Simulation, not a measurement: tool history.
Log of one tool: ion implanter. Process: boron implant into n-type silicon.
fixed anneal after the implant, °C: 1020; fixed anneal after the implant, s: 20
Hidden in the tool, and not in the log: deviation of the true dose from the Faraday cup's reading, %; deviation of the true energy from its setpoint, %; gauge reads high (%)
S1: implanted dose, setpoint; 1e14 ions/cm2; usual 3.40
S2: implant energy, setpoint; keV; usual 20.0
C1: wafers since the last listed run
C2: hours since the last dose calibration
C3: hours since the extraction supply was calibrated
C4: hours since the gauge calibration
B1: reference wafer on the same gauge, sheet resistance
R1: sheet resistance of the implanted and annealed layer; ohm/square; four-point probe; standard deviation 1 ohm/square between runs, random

run	hour	S1	S2	C1	C2	C3	C4	B1	R1
1	0.0	3.86	20.0	0	869.4	1822.1	177.9	251.06	268.52
2	17.3	3.40	20.0	328	886.7	1839.4	195.2	251.00	296.50
3	32.6	3.40	20.0	290	902.0	1854.7	210.5	250.99	298.22
4	45.6	3.40	20.0	246	915.0	1867.7	223.5	250.94	297.68
5	58.4	3.40	20.0	242	927.8	1880.5	236.3	251.02	296.27
6	66.5	3.40	20.0	153	935.9	1888.6	244.4	251.07	297.93
7	80.0	3.40	20.0	256	949.4	1902.1	257.9	250.88	297.31
8	94.5	3.40	20.0	275	963.9	1916.6	272.4	250.94	296.17
9	109.2	3.40	15.0	278	978.6	1931.3	287.1	251.03	305.99
10	122.4	3.40	15.0	250	991.8	1944.5	300.3	250.99	305.62
11	138.0	3.40	15.0	296	1007.4	1960.1	315.9	250.96	306.43
12	158.1	3.40	17.0	381	1027.5	1980.2	336.0	250.79	303.82
13	173.8	3.40	17.0	297	1043.2	1995.9	351.7	250.90	303.05
14	187.3	3.40	17.0	256	1056.7	2009.4	365.2	251.01	301.38
15	195.6	3.40	20.0	157	1065.0	2017.7	373.5	250.97	299.64
16	206.4	4.06	24.5	204	1075.8	2028.5	384.3	250.87	252.99
# hour 223.8: Faraday cup replaced and dose calibrated
17	224.3	2.84	20.0	187	0.5	2046.4	402.2	251.14	331.15
18	229.2	3.40	20.0	92	5.4	2051.3	407.1	251.09	286.98
19	241.4	3.40	17.0	231	17.6	2063.5	419.3	250.99	290.38
# hour 269.5: gauge calibrated
20	294.8	4.08	17.0	1013	71.0	2116.9	25.3	251.15	251.76
21	305.0	3.40	14.5	193	81.2	2127.1	35.5	251.11	298.96
# hour 313.4: extraction supply calibrated
22	319.8	3.94	14.0	129	96.0	6.4	50.3	251.09	265.46
23	331.7	3.40	23.5	225	107.9	18.3	62.2	250.92	285.35
24	343.5	3.82	15.5	223	119.7	30.1	74.0	250.95	271.55
25	351.4	3.80	16.5	149	127.6	38.0	81.9	251.04	269.78
26	364.4	3.40	20.0	246	140.6	51.0	94.9	250.97	288.51
27	372.4	3.40	20.0	151	148.6	59.0	102.9	250.98	287.86
28	381.0	3.40	20.0	163	157.2	67.6	111.5	250.90	290.32
29	390.8	4.12	23.5	185	167.0	77.4	121.3	250.93	244.67
30	403.3	3.93	14.0	237	179.5	89.9	133.8	251.14	266.53
31	414.2	3.40	15.0	206	190.4	100.8	144.7	251.00	299.20
32	428.8	3.40	20.0	277	205.0	115.4	159.3	250.89	288.77
33	440.6	3.09	15.5	223	216.8	127.2	171.1	251.03	323.48
34	453.1	3.80	16.5	237	229.3	139.7	183.6	250.83	271.55
35	466.4	3.96	15.5	252	242.6	153.0	196.9	251.19	264.67
36	483.3	2.85	13.5	320	259.5	169.9	213.8	251.02	352.84
37	499.4	4.09	22.0	305	275.6	186.0	229.9	250.96	249.07

Each row is a separate what-if for the run after 37, all from the same tool condition, not one after another. Results?
A	499.8	3.40	20.0	7	276.0	186.4	230.3	?	?
B	499.8	3.90	26.5	7	276.0	186.4	230.3	?	?
C	499.8	4.02	20.0	7	276.0	186.4	230.3	?	?
D	499.8	3.40	16.5	7	276.0	186.4	230.3	?	?

run	B1	R1
A	250.88	293.73
B	250.88	255.33
C	250.88	256.67
D	250.88	299.80
The same runs, with their run-to-run variation unchanged, on a tool lacking any hidden condition would have given:
run	R1
A	289.37
B	251.52
C	252.86
D	295.33

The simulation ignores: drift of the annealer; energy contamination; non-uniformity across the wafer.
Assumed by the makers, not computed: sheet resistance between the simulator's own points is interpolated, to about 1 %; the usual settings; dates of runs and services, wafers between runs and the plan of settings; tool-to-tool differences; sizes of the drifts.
